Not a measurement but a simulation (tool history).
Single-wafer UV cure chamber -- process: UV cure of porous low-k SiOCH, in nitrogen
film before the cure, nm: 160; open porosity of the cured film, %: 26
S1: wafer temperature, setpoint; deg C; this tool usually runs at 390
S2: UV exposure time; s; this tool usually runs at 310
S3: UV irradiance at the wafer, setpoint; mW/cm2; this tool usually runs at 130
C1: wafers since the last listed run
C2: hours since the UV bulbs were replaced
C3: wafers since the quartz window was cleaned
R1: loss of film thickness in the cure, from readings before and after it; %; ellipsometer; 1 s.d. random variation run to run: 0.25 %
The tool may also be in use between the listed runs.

run 1 hour=0.0 | S1=385 S2=310 S3=130 | C1=0 C2=988.7 C3=735 | R1=17.568
run 2 hour=22.4 | S1=385 S2=310 S3=130 | C1=189 C2=1011.1 C3=924 | R1=17.894
run 3 hour=55.9 | S1=385 S2=310 S3=130 | C1=282 C2=1044.6 C3=1207 | R1=17.394
run 4 hour=82.4 | S1=377 S2=310 S3=130 | C1=223 C2=1071.1 C3=1431 | R1=17.075
run 5 hour=110.5 | S1=390 S2=310 S3=157 | C1=237 C2=1099.2 C3=1668 | R1=18.293
run 6 hour=134.3 | S1=390 S2=310 S3=157 | C1=200 C2=1123.0 C3=1869 | R1=18.554
-- hour=200.5 UV bulbs replaced
run 7 hour=213.9 | S1=390 S2=310 S3=157 | C1=604 C2=13.4 C3=2473 | R1=18.327
run 8 hour=249.4 | S1=390 S2=390 S3=143 | C1=299 C2=48.9 C3=2773 | R1=19.261
-- hour=270.8 quartz window cleaned
run 9 hour=271.3 | S1=390 S2=390 S3=143 | C1=117 C2=70.8 C3=3 | R1=19.688
run 10 hour=293.7 | S1=390 S2=390 S3=143 | C1=189 C2=93.2 C3=193 | R1=19.553
run 11 hour=317.5 | S1=390 S2=310 S3=130 | C1=200 C2=117.0 C3=393 | R1=17.244
run 12 hour=346.4 | S1=383 S2=125 S3=130 | C1=243 C2=145.9 C3=637 | R1=12.800
run 13 hour=373.4 | S1=390 S2=310 S3=157 | C1=227 C2=172.9 C3=865 | R1=18.601
run 14 hour=397.4 | S1=390 S2=310 S3=152 | C1=202 C2=196.9 C3=1068 | R1=18.238
run 15 hour=412.4 | S1=378 S2=235 S3=110 | C1=126 C2=211.9 C3=1194 | R1=14.565
run 16 hour=442.0 | S1=390 S2=310 S3=96 | C1=249 C2=241.5 C3=1444 | R1=16.254
run 17 hour=470.5 | S1=390 S2=310 S3=141 | C1=240 C2=270.0 C3=1685 | R1=18.059
run 18 hour=490.8 | S1=390 S2=310 S3=130 | C1=171 C2=290.3 C3=1856 | R1=17.427
run 19 hour=507.0 | S1=390 S2=395 S3=158 | C1=136 C2=306.5 C3=1993 | R1=20.319
run 20 hour=541.2 | S1=378 S2=235 S3=110 | C1=288 C2=340.7 C3=2282 | R1=14.932
run 21 hour=567.2 | S1=390 S2=455 S3=143 | C1=219 C2=366.7 C3=2501 | R1=19.749
run 22 hour=596.4 | S1=390 S2=310 S3=141 | C1=246 C2=395.9 C3=2748 | R1=18.123

Alternative continuations, all from the tool just after run 22; predict every row:
run A hour=596.9 | S1=390 S2=310 S3=151 | C1=4 C2=396.4 C3=2752 | R1=?
run B hour=596.9 | S1=380 S2=310 S3=154 | C1=4 C2=396.4 C3=2752 | R1=?
run C hour=596.9 | S1=406 S2=425 S3=120 | C1=4 C2=396.4 C3=2752 | R1=?
run D hour=596.9 | S1=370 S2=450 S3=108 | C1=4 C2=396.4 C3=2752 | R1=?
run E hour=596.9 | S1=390 S2=310 S3=156 | C1=4 C2=396.4 C3=2752 | R1=?

run=A R1=18.259
run=B R1=18.148
run=C R1=19.065
run=D R1=18.019
run=E R1=18.437
With no hidden state in the tool, these same runs would have given:
run=A R1=18.259
run=B R1=18.148
run=C R1=19.065
run=D R1=18.019
run=E R1=18.437
